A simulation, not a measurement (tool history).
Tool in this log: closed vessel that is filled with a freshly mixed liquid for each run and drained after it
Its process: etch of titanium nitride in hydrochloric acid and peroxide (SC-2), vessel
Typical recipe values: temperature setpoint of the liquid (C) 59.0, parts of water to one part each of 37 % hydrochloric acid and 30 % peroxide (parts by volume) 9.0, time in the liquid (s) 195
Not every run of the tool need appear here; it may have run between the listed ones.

run,day,temperature setpoint of the liquid (C),parts of water to one part each of 37 % hydrochloric acid and 30 % peroxide (parts by volume),time in the liquid (s),"read-back film thickness of the titanium nitride reference wafer, read on the same gauge (nm)",thickness taken off the titanium nitride on a monitor wafer (angstrom)
1,0.000,59.0,9.0,195,70.00,98.1
2,3.317,59.0,9.0,195,70.01,98.6
3,6.079,59.0,9.0,195,69.99,98.0
4,8.604,59.0,9.0,195,69.98,98.7
5,11.279,59.0,9.0,195,70.02,99.9
# day 11.500: gauge calibrated
6,24.746,59.0,9.0,195,69.94,101.6
7,28.854,64.5,9.0,160,69.99,116.9
# day 31.275: new drum of peroxide connected
# day 34.700: thermometer replaced
# day 36.175: chemicals flow meter replaced
8,37.642,59.0,11.5,110,70.01,49.9
9,41.542,66.5,9.0,265,70.02,230.9
10,45.646,53.0,9.0,195,70.01,74.0
11,49.929,65.5,7.0,165,70.06,168.5
12,51.908,64.0,11.5,85,70.02,53.8
# day 52.629: chemicals flow meter replaced, repeated, since the last time left the tool worse
# day 52.746: gauge calibrated
13,54.446,59.0,9.0,195,69.97,99.0
# day 65.488: new drum of peroxide connected
14,66.300,59.0,11.5,110,69.97,46.3

For some of the steps in thickness taken off the titanium nitride on a monitor wafer (angstrom) from one run to the next: how much would appear even if the tool had no hidden state, given the settings, what came in and random variation, and how much remains for the hidden state plus any gauge scatter that the measured result and the result without hidden state don't share?
Hidden state present: liquid hotter than its thermometer reads (K); chemicals flow above the setpoint (%); peroxide weaker than its label (%); gauge reads high (%).
Run 8 -> 9: temperature setpoint of the liquid (C) 59.0 -> 66.5, parts of water to one part each of 37 % hydrochloric acid and 30 % peroxide (parts by volume) 11.5 -> 9.0, time in the liquid (s) 110 -> 265. thickness taken off the titanium nitride on a monitor wafer (angstrom) +181.0: hidden state +17.7, all else +163.3.

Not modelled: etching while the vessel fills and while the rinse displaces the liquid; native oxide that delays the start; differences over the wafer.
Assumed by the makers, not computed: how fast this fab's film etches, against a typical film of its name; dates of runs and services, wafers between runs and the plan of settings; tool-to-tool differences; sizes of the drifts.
